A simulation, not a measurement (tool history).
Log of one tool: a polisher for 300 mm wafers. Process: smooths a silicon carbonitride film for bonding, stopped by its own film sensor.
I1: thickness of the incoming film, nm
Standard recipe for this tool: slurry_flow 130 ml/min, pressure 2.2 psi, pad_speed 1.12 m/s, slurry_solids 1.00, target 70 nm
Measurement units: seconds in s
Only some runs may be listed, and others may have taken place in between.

{"run": 1, "hour": 0.0, "slurry_flow": 130, "pressure": 2.2, "pad_speed": 1.12, "slurry_solids": 1.0, "target": 70, "I1": 89.3, "seconds": 52.2}
{"run": 2, "hour": 46.9, "slurry_flow": 130, "pressure": 2.2, "pad_speed": 1.12, "slurry_solids": 1.0, "target": 70, "I1": 89.0, "seconds": 50.5}
{"run": 3, "hour": 102.9, "slurry_flow": 130, "pressure": 2.2, "pad_speed": 1.12, "slurry_solids": 1.0, "target": 70, "I1": 90.0, "seconds": 54.8}
{"hour": 118.8, "done": "slurry blender recalibrated"}
{"run": 4, "hour": 150.7, "slurry_flow": 130, "pressure": 2.2, "pad_speed": 1.12, "slurry_solids": 1.0, "target": 70, "I1": 91.3, "seconds": 58.2}
{"run": 5, "hour": 209.1, "slurry_flow": 160, "pressure": 2.2, "pad_speed": 1.12, "slurry_solids": 1.0, "target": 70, "I1": 89.9, "seconds": 52.8}
{"hour": 224.5, "done": "worn pad replaced by a new one"}
{"run": 6, "hour": 266.5, "slurry_flow": 160, "pressure": 2.2, "pad_speed": 1.12, "slurry_solids": 1.0, "target": 70, "I1": 89.7, "seconds": 53.0}
{"run": 7, "hour": 312.7, "slurry_flow": 160, "pressure": 2.2, "pad_speed": 1.12, "slurry_solids": 1.0, "target": 70, "I1": 91.5, "seconds": 59.6}
{"hour": 353.8, "done": "slurry nozzle cleaned"}
{"run": 8, "hour": 354.3, "slurry_flow": 130, "pressure": 2.2, "pad_speed": 1.12, "slurry_solids": 1.0, "target": 70, "I1": 91.3, "seconds": 55.6}
{"hour": 390.7, "done": "slurry blender recalibrated"}
{"run": 9, "hour": 403.1, "slurry_flow": 130, "pressure": 2.2, "pad_speed": 1.12, "slurry_solids": 1.0, "target": 70, "I1": 90.1, "seconds": 53.7}
{"run": 10, "hour": 462.8, "slurry_flow": 130, "pressure": 2.2, "pad_speed": 1.12, "slurry_solids": 0.85, "target": 68, "I1": 89.9, "seconds": 63.7}
{"hour": 487.1, "done": "worn pad replaced by a new one"}
{"hour": 492.7, "done": "head pressure recalibrated"}
{"run": 11, "hour": 493.2, "slurry_flow": 130, "pressure": 2.2, "pad_speed": 1.12, "slurry_solids": 1.0, "target": 70, "I1": 90.3, "seconds": 52.5}
{"run": 12, "hour": 529.7, "slurry_flow": 130, "pressure": 2.2, "pad_speed": 1.12, "slurry_solids": 1.0, "target": 70, "I1": 90.0, "seconds": 52.3}
{"run": 13, "hour": 560.6, "slurry_flow": 130, "pressure": 2.2, "pad_speed": 1.12, "slurry_solids": 1.25, "target": 70, "I1": 88.8, "seconds": 46.6}
{"run": 14, "hour": 591.7, "slurry_flow": 130, "pressure": 2.2, "pad_speed": 1.12, "slurry_solids": 0.85, "target": 65, "I1": 88.9, "seconds": 70.5}
{"run": 15, "hour": 626.9, "slurry_flow": 115, "pressure": 2.0, "pad_speed": 1.12, "slurry_solids": 1.2, "target": 65, "I1": 88.0, "seconds": 64.4}
{"hour": 661.6, "done": "slurry blender recalibrated"}
{"run": 16, "hour": 698.4, "slurry_flow": 130, "pressure": 2.2, "pad_speed": 0.98, "slurry_solids": 1.0, "target": 70, "I1": 91.1, "seconds": 63.8}
{"hour": 712.8, "done": "worn pad replaced by a new one"}
{"run": 17, "hour": 770.1, "slurry_flow": 95, "pressure": 1.8, "pad_speed": 0.82, "slurry_solids": 1.0, "target": 72, "I1": 90.1, "seconds": 87.5}
{"run": 18, "hour": 806.2, "slurry_flow": 130, "pressure": 2.2, "pad_speed": 1.44, "slurry_solids": 1.0, "target": 70, "I1": 89.6, "seconds": 43.1}
{"run": 19, "hour": 871.3, "slurry_flow": 90, "pressure": 2.2, "pad_speed": 1.38, "slurry_solids": 0.8, "target": 77, "I1": 89.7, "seconds": 37.9}
{"hour": 935.9, "done": "slurry blender recalibrated"}
{"run": 20, "hour": 940.9, "slurry_flow": 130, "pressure": 1.7, "pad_speed": 1.12, "slurry_solids": 1.0, "target": 70, "I1": 90.0, "seconds": 74.9}
{"hour": 952.4, "done": "worn pad replaced by a new one"}
{"hour": 957.3, "done": "slurry nozzle cleaned"}
{"run": 21, "hour": 1003.1, "slurry_flow": 90, "pressure": 2.2, "pad_speed": 1.12, "slurry_solids": 0.7, "target": 70, "I1": 88.5, "seconds": 65.3}

What does the tool deliver on the next run?
{"run": 22, "hour": 1041.6, "slurry_flow": 130, "pressure": 2.2, "pad_speed": 1.12, "slurry_solids": 0.85, "target": 65, "I1": 89.7, "seconds": "?"}

Run 22 gave seconds 71.9 s.
Without the tool's hidden state the same run would have given seconds 70.8 s.
